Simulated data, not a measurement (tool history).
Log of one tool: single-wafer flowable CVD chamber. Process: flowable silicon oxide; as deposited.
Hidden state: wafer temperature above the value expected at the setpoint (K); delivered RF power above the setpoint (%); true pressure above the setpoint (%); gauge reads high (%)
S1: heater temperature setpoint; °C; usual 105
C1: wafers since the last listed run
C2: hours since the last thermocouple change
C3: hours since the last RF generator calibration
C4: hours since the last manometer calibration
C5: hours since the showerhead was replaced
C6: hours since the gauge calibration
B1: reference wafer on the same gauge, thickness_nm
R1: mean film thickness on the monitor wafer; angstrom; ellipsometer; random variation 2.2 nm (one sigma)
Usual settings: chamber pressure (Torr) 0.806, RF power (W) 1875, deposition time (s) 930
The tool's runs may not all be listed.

Run 1, day 0: usual settings but RF power (W) 2095; C1 0; C2 1886.3; C3 2197.2; C4 1244.5; C5 5014.1; C6 92.8; B1 447.046. Result: R1 5051.21 angstrom.
Run 2, day 0.621: usual settings; C1 40; C2 1901.2; C3 2212.1; C4 1259.4; C5 5029; C6 107.7; B1 446.618. Result: R1 4934.64 angstrom.
Run 3, day 1.258: usual settings; C1 41; C2 1916.5; C3 2227.4; C4 1274.7; C5 5044.3; C6 123; B1 447.505. Result: R1 4953.03 angstrom.
Run 4, day 1.817: usual settings; C1 36; C2 1929.9; C3 2240.8; C4 1288.1; C5 5057.7; C6 136.4; B1 446.696. Result: R1 4982.22 angstrom.
Run 5, day 2.288: usual settings; C1 30; C2 1941.2; C3 2252.1; C4 1299.4; C5 5069; C6 147.7; B1 447.031. Result: R1 4966.16 angstrom.
Run 6, day 2.912: usual settings; C1 40; C2 1956.2; C3 2267.1; C4 1314.4; C5 5084; C6 162.7; B1 446.852. Result: R1 4972.47 angstrom.
Run 7, day 3.575: usual settings; C1 43; C2 1972.1; C3 2283; C4 1330.3; C5 5099.9; C6 178.6; B1 446.918. Result: R1 4961.2 angstrom.
Run 8, day 4.162: usual settings but chamber pressure (Torr) 0.748, deposition time (s) 970; C1 38; C2 1986.2; C3 2297.1; C4 1344.4; C5 5114; C6 192.7; B1 446.924. Result: R1 4804.09 angstrom.
Run 9, day 4.612: usual settings; C1 29; C2 1997; C3 2307.9; C4 1355.2; C5 5124.8; C6 203.5; B1 446.846. Result: R1 4957.15 angstrom.
Run 10, day 4.954: usual settings; C1 22; C2 2005.2; C3 2316.1; C4 1363.4; C5 5133; C6 211.7; B1 447.307. Result: R1 4990.32 angstrom.
Run 11, day 5.488: usual settings; C1 34; C2 2018; C3 2328.9; C4 1376.2; C5 5145.8; C6 224.5; B1 446.73. Result: R1 4966.22 angstrom.
At day 6.133: capacitance manometer re-zeroed and calibrated.
Run 12, day 6.154: usual settings but chamber pressure (Torr) 0.877; C1 21; C2 2034; C3 2344.9; C4 0.5; C5 5161.8; C6 240.5; B1 447.472. Result: R1 5378.25 angstrom.
Run 13, day 6.408: usual settings but S1 101 °C, RF power (W) 2140, deposition time (s) 879; C1 16; C2 2040.1; C3 2351; C4 6.6; C5 5167.9; C6 246.6; B1 447.211. Result: R1 5518.42 angstrom.
At day 7.075: gauge calibrated.
At day 7.096: thermocouple changed; heater temperature recalibrated.
Run 14, day 7.117: usual settings but S1 115 °C, RF power (W) 1990; C1 24; C2 0.5; C3 2368; C4 23.6; C5 5184.9; C6 1; B1 447.18. Result: R1 3592.97 angstrom.
At day 7.496: showerhead replaced.
Run 15, day 7.517: usual settings but S1 111 °C, chamber pressure (Torr) 0.716, RF power (W) 2135, deposition time (s) 1041; C1 4; C2 10.1; C3 2377.6; C4 33.2; C5 0.5; C6 10.6; B1 447.387. Result: R1 4130.34 angstrom.
Run 16, day 8.158: usual settings but S1 111 °C, deposition time (s) 996; C1 41; C2 25.5; C3 2393; C4 48.6; C5 15.9; C6 26; B1 446.715. Result: R1 4340.04 angstrom.
At day 8.508: RF generator calibrated.
Run 17, day 8.862: usual settings but chamber pressure (Torr) 0.884; C1 24; C2 42.4; C3 8.5; C4 65.5; C5 32.8; C6 42.9; B1 447.104. Result: R1 5409.01 angstrom.
Run 18, day 9.317: usual settings but S1 116 °C, chamber pressure (Torr) 0.752, RF power (W) 2245; C1 29; C2 53.3; C3 19.4; C4 76.4; C5 43.7; C6 53.8; B1 447.176. Result: R1 3356.74 angstrom.
Run 19, day 9.912: usual settings; C1 38; C2 67.6; C3 33.7; C4 90.7; C5 58; C6 68.1; B1 446.797. Result: R1 5014.65 angstrom.
Run 20, day 10.396: usual settings but S1 112 °C, RF power (W) 1740; C1 31; C2 79.2; C3 45.3; C4 102.3; C5 69.6; C6 79.7; B1 447.406. Result: R1 3878.95 angstrom.
Run 21, day 10.912: usual settings but deposition time (s) 1064; C1 33; C2 91.6; C3 57.7; C4 114.7; C5 82; C6 92.1; B1 447.235. Result: R1 5686.14 angstrom.
Run 22, day 11.421: usual settings but S1 95 °C, chamber pressure (Torr) 0.877, RF power (W) 1745, deposition time (s) 753; C1 33; C2 103.8; C3 69.9; C4 126.9; C5 94.2; C6 104.3; B1 447.127. Result: R1 6102.92 angstrom.
Run 23, day 11.717: usual settings but S1 113 °C, chamber pressure (Torr) 0.916, deposition time (s) 751; C1 19; C2 110.9; C3 77; C4 134; C5 101.3; C6 111.4; B1 447.255. Result: R1 3479.99 angstrom.
Run 24, day 12.292: usual settings; C1 37; C2 124.7; C3 90.8; C4 147.8; C5 115.1; C6 125.2; B1 447.053. Result: R1 4937.9 angstrom.

Forecast each of these 4 alternatives for the next run:
Run A, day 12.321: usual settings but S1 113 °C; C1 1; C2 125.4; C3 91.5; C4 148.5; C5 115.8; C6 125.9; B1 ?. Result: R1 ?.
Run B, day 12.321: usual settings but S1 112 °C, RF power (W) 1665, deposition time (s) 1023; C1 1; C2 125.4; C3 91.5; C4 148.5; C5 115.8; C6 125.9; B1 ?. Result: R1 ?.
Run C, day 12.321: usual settings but chamber pressure (Torr) 0.702, RF power (W) 1555; C1 1; C2 125.4; C3 91.5; C4 148.5; C5 115.8; C6 125.9; B1 ?. Result: R1 ?.
Run D, day 12.321: usual settings but S1 118 °C, chamber pressure (Torr) 0.636, RF power (W) 1710; C1 1; C2 125.4; C3 91.5; C4 148.5; C5 115.8; C6 125.9; B1 ?. Result: R1 ?.

run       B1       R1
  A  446.855  3833.81
  B  446.855  4241.12
  C  446.855  4172.83
  D  446.855  2530.96
Without the tool's hidden state the same runs would have given:
run       R1
  A  3833.81
  B  4241.12
  C  4172.83
  D  2530.96
